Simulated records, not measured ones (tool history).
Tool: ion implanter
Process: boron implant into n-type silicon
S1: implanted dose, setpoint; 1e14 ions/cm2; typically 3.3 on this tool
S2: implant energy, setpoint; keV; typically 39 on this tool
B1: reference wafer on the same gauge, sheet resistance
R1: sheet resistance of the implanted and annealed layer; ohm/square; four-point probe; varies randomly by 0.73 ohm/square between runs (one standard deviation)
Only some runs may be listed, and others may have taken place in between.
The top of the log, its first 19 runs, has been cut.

| run | hour | S1 | S2 | B1 | R1 |
|---|---|---|---|---|---|
| 20 | 908.1 | 3.3 | 39 | 221.84 | 266.13 |
| 21 | 975.8 | 3.67 | 27.5 | 222 | 252.56 |
|  | 1000.6 | gauge calibrated |
| 22 | 1034.4 | 3.3 | 52 | 222.04 | 255.82 |
| 23 | 1080.7 | 4.08 | 31 | 222.12 | 227.55 |
| 24 | 1118.9 | 3.3 | 30 | 221.92 | 272.52 |
| 25 | 1177.5 | 3.3 | 45 | 222.03 | 259.66 |
| 26 | 1225.1 | 3.3 | 48.5 | 222.12 | 256.74 |
| 27 | 1269.8 | 3.3 | 39 | 222.08 | 262.87 |
| 28 | 1335.1 | 2.33 | 39 | 221.73 | 345.82 |
| 29 | 1390.5 | 3.3 | 48.5 | 221.96 | 255.95 |
| 30 | 1428.9 | 2.86 | 50 | 222.36 | 285.67 |
| 31 | 1574.2 | 2.65 | 48 | 221.83 | 302.49 |
| 32 | 1600.6 | 3.3 | 34.5 | 221.83 | 265.37 |
| 33 | 1631.2 | 4.19 | 32.5 | 222.06 | 219.86 |
| 34 | 1685 | 3.63 | 35 | 222 | 244.71 |
| 35 | 1717.9 | 3.3 | 28.5 | 222 | 268.51 |
| 36 | 1833.4 | 4.02 | 34.5 | 222.02 | 223.44 |

Consider 5 possible next runs. They are alternatives, not a sequence: every one starts from the tool as it was left by run 36. What does each give?
| A | 1833.8 | 3.65 | 39 | ? | ? |
| B | 1833.8 | 4.2 | 45.5 | ? | ? |
| C | 1833.8 | 3.03 | 39 | ? | ? |
| D | 1833.8 | 2.78 | 52 | ? | ? |
| E | 1833.8 | 4.13 | 46.5 | ? | ? |

| run | B1 | R1 |
|---|---|---|
| A | 222.36 | 239.94 |
| B | 222.36 | 210.51 |
| C | 222.36 | 278.75 |
| D | 222.36 | 288.17 |
| E | 222.36 | 212.92 |
Take away the tool's hidden state, keep each run's random variation, and the runs would have read:
| run | R1 |
|---|---|
| A | 248.11 |
| B | 217.71 |
| C | 288.07 |
| D | 297.51 |
| E | 220.19 |
